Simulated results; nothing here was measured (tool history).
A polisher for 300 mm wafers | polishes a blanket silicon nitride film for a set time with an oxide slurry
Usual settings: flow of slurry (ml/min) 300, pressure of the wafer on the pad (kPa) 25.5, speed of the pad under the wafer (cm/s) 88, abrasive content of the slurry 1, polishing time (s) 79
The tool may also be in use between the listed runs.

run,hour,flow of slurry (ml/min),pressure of the wafer on the pad (kPa),speed of the pad under the wafer (cm/s),abrasive content of the slurry,polishing time (s),"incoming thickness of the incoming film, nm",film removed (angstrom)
1,0,300,25.5,100,1,79,523.4,360
# hour 36.3: slurry nozzle cleaned
# hour 49.5: conditioning disc replaced and pad reconditioned
2,69.6,300,25.5,88,1,59,532.9,261
3,118.2,300,25.5,88,1,59,533.2,252
4,143.1,300,25.5,88,1.2,79,531.4,364
# hour 188.5: worn pad replaced by a new one
5,208.3,300,25.5,88,1.2,79,530.8,338
6,265.1,300,25.5,88,1.2,79,524.7,320
# hour 285.9: conditioning disc replaced and pad reconditioned
7,327.5,300,25.5,88,1,79,525.8,313
# hour 373.8: slurry blender recalibrated
8,394.9,300,25.5,88,1,79,537.1,357
# hour 417.4: slurry nozzle cleaned
9,445.5,300,25.5,88,1,79,522.2,340
# hour 459.3: worn pad replaced by a new one
10,516.6,300,25.5,88,1,79,522.7,303
# hour 560.6: conditioning disc replaced and pad reconditioned
11,571.6,265,25.5,114,1,79,525,388
12,610.1,300,25.5,88,1,61,533.8,254
# hour 614.3: head pressure recalibrated
# hour 719.5: worn pad replaced by a new one
# hour 727.4: slurry nozzle cleaned
13,747.3,300,18.6,88,1,79,534.1,222
14,780.5,340,25.5,76,1.25,79,535.4,300
# hour 804.8: conditioning disc replaced and pad reconditioned
15,834.1,245,25.5,88,1,56,525.5,221
16,864.2,300,25.5,88,1,79,536.6,316
# hour 872.4: slurry blender recalibrated
17,894.2,250,25.5,88,0.7,79,531.5,293
# hour 934: worn pad replaced by a new one
18,934.5,300,25.5,88,1,72,532.3,308
19,996.7,300,25.5,88,1,79,532.5,303
# hour 1042: conditioning disc replaced and pad reconditioned
# hour 1087.1: slurry nozzle cleaned
# hour 1172.7: worn pad replaced by a new one
20,1174.5,330,28.3,88,1.1,79,531,356
21,1221,300,25.5,88,1.15,61,534.9,239

Alternative continuations, all from the tool just after run 21; predict every row:
A,1221.5,300,25.5,88,1,79,532.1,?
B,1221.5,385,30.3,88,1.1,105,532.1,?
C,1221.5,235,33.8,74,1,79,532.1,?
D,1221.5,265,20,74,1.1,79,532.1,?
E,1221.5,215,32.4,112,1.15,79,532.1,?

run,film removed (angstrom)
A,291
B,485
C,342
D,221
E,431
What these runs would have given with no unlogged condition in the tool:
run,film removed (angstrom)
A,381
B,637
C,453
D,281
E,575
